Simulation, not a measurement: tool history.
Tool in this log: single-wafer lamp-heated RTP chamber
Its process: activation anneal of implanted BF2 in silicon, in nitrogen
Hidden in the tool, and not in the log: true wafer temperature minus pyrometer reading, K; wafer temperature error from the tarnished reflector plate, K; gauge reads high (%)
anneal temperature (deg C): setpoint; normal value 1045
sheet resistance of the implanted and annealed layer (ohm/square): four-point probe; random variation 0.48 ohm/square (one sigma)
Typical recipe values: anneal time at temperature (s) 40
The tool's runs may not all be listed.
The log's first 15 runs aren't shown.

run,hour,anneal temperature (deg C),anneal time at temperature (s),wafers since the last listed run,wafers since the last pyrometer calibration,wafers since the reflector plate was cleaned,hours since the gauge calibration,"read-back reference wafer on the same gauge, sheet resistance",sheet resistance of the implanted and annealed layer (ohm/square)
16,847.3,1067,56,964,1960,2931,1466.1,90.82,75.61
# hour 864.5: gauge calibrated
17,874.9,1061,33,384,2344,3315,10.4,90.7,86.26
18,900.6,1018,56,357,2702,3672,36.1,90.8,104.54
19,954.6,1062,40,751,3453,4424,90.1,90.83,81.4
20,1014.1,1060,49,827,4281,5252,149.6,90.8,79.7
21,1074,1045,40,833,5114,6085,209.5,90.79,90.02
22,1113.3,1045,40,546,5661,6632,248.8,90.68,89.4
23,1142.2,1071,48,402,6063,7034,277.7,90.74,74.07
# hour 1179.2: reflector plate cleaned
24,1181.7,1032,61,438,6502,34,317.2,90.8,89.77
# hour 1190.3: pyrometer window cleaned and pyrometer calibrated
25,1253.5,1045,40,887,879,921,389,90.87,92.87
26,1277.8,1062,40,338,1217,1260,413.3,90.73,83.1
27,1316.4,1062,18,537,1754,1797,451.9,90.86,97.35
28,1355.6,1067,40,545,2299,2342,491.1,90.9,80.36
29,1415.3,1045,40,830,3130,3173,550.8,90.7,91.93
30,1465.1,1020,40,692,3823,3866,600.6,90.87,108.76
31,1501.6,1069,48,507,4331,4374,637.1,90.6,75.42
32,1525.8,1019,40,336,4667,4710,661.3,90.85,108.65
33,1568.8,1057,51,598,5266,5309,704.3,90.9,79.94
34,1597.5,1045,40,399,5665,5708,733,90.83,89.25
35,1635.2,1059,58,524,6190,6233,770.7,90.75,76.21
36,1679.3,1045,40,613,6803,6846,814.8,90.84,88.7
# hour 1708.7: pyrometer window cleaned and pyrometer calibrated
37,1729.1,1045,40,581,283,7428,864.6,90.73,94.91
38,1765.3,1059,40,503,786,7932,900.8,90.8,84.88

Branching from run 38: 3 alternative next runs. What would each branch give?
A,1765.7,1025,40,5,792,7937,901.2,?,?
B,1765.7,1019,21,5,792,7937,901.2,?,?
C,1765.7,1063,18,5,792,7937,901.2,?,?

run,"read-back reference wafer on the same gauge, sheet resistance",sheet resistance of the implanted and annealed layer (ohm/square)
A,90.74,109.02
B,90.74,127.55
C,90.74,97.74
What these runs would have given with no unlogged condition in the tool:
run,sheet resistance of the implanted and annealed layer (ohm/square)
A,110.64
B,129.34
C,99.02

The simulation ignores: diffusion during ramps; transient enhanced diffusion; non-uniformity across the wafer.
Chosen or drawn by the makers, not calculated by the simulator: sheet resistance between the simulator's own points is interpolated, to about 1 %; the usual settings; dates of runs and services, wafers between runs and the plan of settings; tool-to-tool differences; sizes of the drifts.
